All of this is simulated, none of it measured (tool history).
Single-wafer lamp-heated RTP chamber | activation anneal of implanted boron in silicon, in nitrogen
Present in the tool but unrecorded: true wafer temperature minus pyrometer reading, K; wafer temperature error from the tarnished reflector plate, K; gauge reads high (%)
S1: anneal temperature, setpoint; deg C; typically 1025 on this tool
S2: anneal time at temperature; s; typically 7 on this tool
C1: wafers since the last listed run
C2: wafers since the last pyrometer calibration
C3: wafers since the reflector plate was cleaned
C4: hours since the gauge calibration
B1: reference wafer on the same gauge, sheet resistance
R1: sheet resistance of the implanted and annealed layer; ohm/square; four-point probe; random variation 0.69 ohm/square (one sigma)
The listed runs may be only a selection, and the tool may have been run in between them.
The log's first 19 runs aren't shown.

| run | hour | S1 | S2 | C1 | C2 | C3 | C4 | B1 | R1 |
|---|---|---|---|---|---|---|---|---|---|
| 20 | 1305.6 | 1025 | 7 | 1540 | 7542 | 11057 | 102.2 | 418.98 | 463.61 |
| 21 | 1346.3 | 1044 | 3 | 891 | 8434 | 11949 | 142.9 | 418.93 | 463.69 |
|  | 1375.5 | pyrometer window cleaned and pyrometer calibrated |
| 22 | 1397.4 | 1042 | 3 | 944 | 480 | 12893 | 194 | 419.22 | 462.39 |
| 23 | 1435 | 1041 | 9 | 824 | 1304 | 13717 | 231.6 | 419.21 | 461.48 |
|  | 1455.9 | reflector plate cleaned |
| 24 | 1516 | 1047 | 10 | 1599 | 2903 | 1317 | 312.6 | 419.39 | 460.03 |
| 25 | 1614.9 | 1005 | 7 | 2167 | 5071 | 3484 | 411.5 | 419.76 | 468.13 |
| 26 | 1689.8 | 1025 | 10 | 1641 | 6712 | 5126 | 486.4 | 419.95 | 463.2 |
| 27 | 1782.1 | 1015 | 8 | 2022 | 8735 | 7148 | 578.7 | 420.03 | 464.99 |
|  | 1808.2 | pyrometer window cleaned and pyrometer calibrated |
| 28 | 1835.7 | 995 | 10 | 999 | 603 | 8148 | 632.3 | 420.3 | 472.58 |
| 29 | 1875.7 | 1025 | 7 | 876 | 1479 | 9024 | 672.3 | 420.46 | 464.37 |
| 30 | 1912.6 | 1043 | 10 | 808 | 2288 | 9833 | 709.2 | 420.62 | 461.23 |
| 31 | 1949.6 | 1007 | 5 | 810 | 3099 | 10644 | 746.2 | 420.55 | 469.47 |
|  | 1999.3 | reflector plate cleaned |
| 32 | 2024.7 | 1043 | 6 | 1470 | 4569 | 556 | 821.3 | 420.76 | 463.73 |

Run 33 is up next; what results do you expect?
| 33 | 2106.9 | 1047 | 5 | 1801 | 6371 | 2357 | 903.5 | ? | ? |

Logged for run 33: B1 421.06, R1 463.5 ohm/square.
Had the tool carried no hidden state, the very same run would have given R1 461.29 ohm/square.
